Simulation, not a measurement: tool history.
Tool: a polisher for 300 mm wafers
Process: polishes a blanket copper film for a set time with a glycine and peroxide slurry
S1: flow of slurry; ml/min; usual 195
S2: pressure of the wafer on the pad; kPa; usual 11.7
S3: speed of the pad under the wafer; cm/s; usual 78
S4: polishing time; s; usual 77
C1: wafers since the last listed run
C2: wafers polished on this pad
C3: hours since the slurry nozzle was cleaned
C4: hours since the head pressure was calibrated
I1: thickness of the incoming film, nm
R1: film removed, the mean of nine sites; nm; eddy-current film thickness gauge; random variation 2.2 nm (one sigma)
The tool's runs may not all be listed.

run    hour   S1    S2  S3  S4   C1    C2     C3     C4      I1     R1
  1     0.0  195  11.7  90  77    0  2128   74.2  341.4  1060.2  192.1
  2    78.0  195   9.7  78  77  514  2642  152.2  419.4  1056.9  155.9
      102.7  -- worn pad replaced by a new one
  3   136.5  235  11.7  78  77  359   222  210.7  477.9  1060.8  193.0
      184.8  -- head pressure recalibrated
  4   198.8  235  11.7  78  77  397   620  273.0   14.0  1062.5  204.3
  5   300.8  235  11.7  78  77  672  1292  375.0  116.0  1067.3  191.8
  6   398.9  195  11.7  94  77  646  1938  473.1  214.1  1068.7  203.3
      456.9  -- slurry nozzle cleaned
  7   461.6  195  10.3  78  77  406  2345    4.7  276.8  1061.7  168.0
      512.2  -- worn pad replaced by a new one
  8   526.8  195  11.7  78  77  403    95   69.9  342.0  1036.1  198.1
  9   571.4  195  11.7  78  77  293   389  114.5  386.6  1062.1  193.9
      631.3  -- head pressure recalibrated
 10   647.0  195  11.7  78  77  485   875  190.1   15.7  1057.0  196.0
 11   735.0  195  11.7  78  77  580  1455  278.1  103.7  1071.4  192.7
 12   796.0  195   8.3  78  77  402  1857  339.1  164.7  1076.9  152.0
 13   834.5  195   8.3  78  77  253  2110  377.6  203.2  1077.3  151.7
      923.7  -- slurry nozzle cleaned
 14   941.9  195   8.3  78  77  701  2812   18.2  310.6  1066.7  147.7
      971.8  -- worn pad replaced by a new one
 15   993.6  195  11.7  78  77  314   143   69.9  362.3  1069.4  202.3
 16  1095.0  195  15.2  78  77  668   812  171.3  463.7  1051.5  216.9
     1151.9  -- head pressure recalibrated
 17  1178.5  195  11.7  78  51  537  1349  254.8   26.6  1063.2  130.0
 18  1266.2  150  11.7  78  77  578  1927  342.5  114.3  1063.9  181.9
 19  1366.2  195  11.7  78  77  659  2586  442.5  214.3  1057.1  185.2
 20  1412.9  155  13.8  62  95  307  2894  489.2  261.0  1058.4  215.4
     1442.1  -- slurry nozzle cleaned
     1466.1  -- worn pad replaced by a new one
 21  1498.8  230  10.3  78  63  533   215   56.7  346.9  1041.1  149.3
 22  1600.2  265  11.7  86  56  668   883  158.1  448.3  1056.8  143.9
     1624.4  -- head pressure recalibrated
 23  1638.1  195  11.7  94  77  236  1120  196.0   13.7  1082.6  211.5
 24  1696.6  195  11.7  94  77  385  1506  254.5   72.2  1061.5  210.1
 25  1781.2  195   9.0  96  51  557  2063  339.1  156.8  1049.1  114.8
 26  1834.8  240  14.5  88  89  353  2417  392.7  210.4  1062.3  269.0
     1848.9  -- slurry nozzle cleaned
 27  1906.4  195   8.3  78  70  465  2882   57.5  282.0  1064.9  128.8
     1984.7  -- worn pad replaced by a new one
 28  2007.4  195  11.7  56  77  639   149  158.5  383.0  1053.1  167.9
 29  2060.6  215  15.2  78  77  350   500  211.7  436.2  1045.8  223.4
 30  2099.9  155  11.7  78  94  259   759  251.0  475.5  1065.3  211.5
     2127.1  -- head pressure recalibrated
 31  2173.6  145  11.7  78  77  472  1231  324.7   46.5  1053.0  180.9
 32  2244.1  170  11.7  94  77  464  1696  395.2  117.0  1058.8  204.7
     2284.7  -- slurry nozzle cleaned
 33  2332.5  195  11.7  78  77  576  2272   47.8  205.4  1045.7  185.7

Hidden state or all else? Some run-to-run changes of R1, split into what the settings, what came in and random variation would give without the hidden state, and what is left for the hidden state (with any gauge scatter that isn't in both results):
The hidden state here: removal rate lost through wear of the pad, %; slurry flow missing at the pad, %; deviation of the head's pressure from its setpoint, %.
Run 15 -> 16: S2 11.7 -> 15.2. R1 +14.6 nm: hidden state -22.8, all else +37.4.
Run 16 -> 17: S2 15.2 -> 11.7, S4 77 -> 51, head pressure recalibrated. R1 -86.9 nm: hidden state +23.4, all else -110.3.
Run 24 -> 25: S2 11.7 -> 9.0, S3 94 -> 96, S4 77 -> 51. R1 -95.3 nm: hidden state +9.2, all else -104.5.
Run 25 -> 26: S1 195 -> 240, S2 9.0 -> 14.5, S3 96 -> 88, S4 51 -> 89. R1 +154.2 nm: hidden state -26.8, all else +181.0.
Run 26 -> 27: S1 240 -> 195, S2 14.5 -> 8.3, S3 88 -> 78, S4 89 -> 70, slurry nozzle cleaned. R1 -140.2 nm: hidden state +20.7, all else -160.9.

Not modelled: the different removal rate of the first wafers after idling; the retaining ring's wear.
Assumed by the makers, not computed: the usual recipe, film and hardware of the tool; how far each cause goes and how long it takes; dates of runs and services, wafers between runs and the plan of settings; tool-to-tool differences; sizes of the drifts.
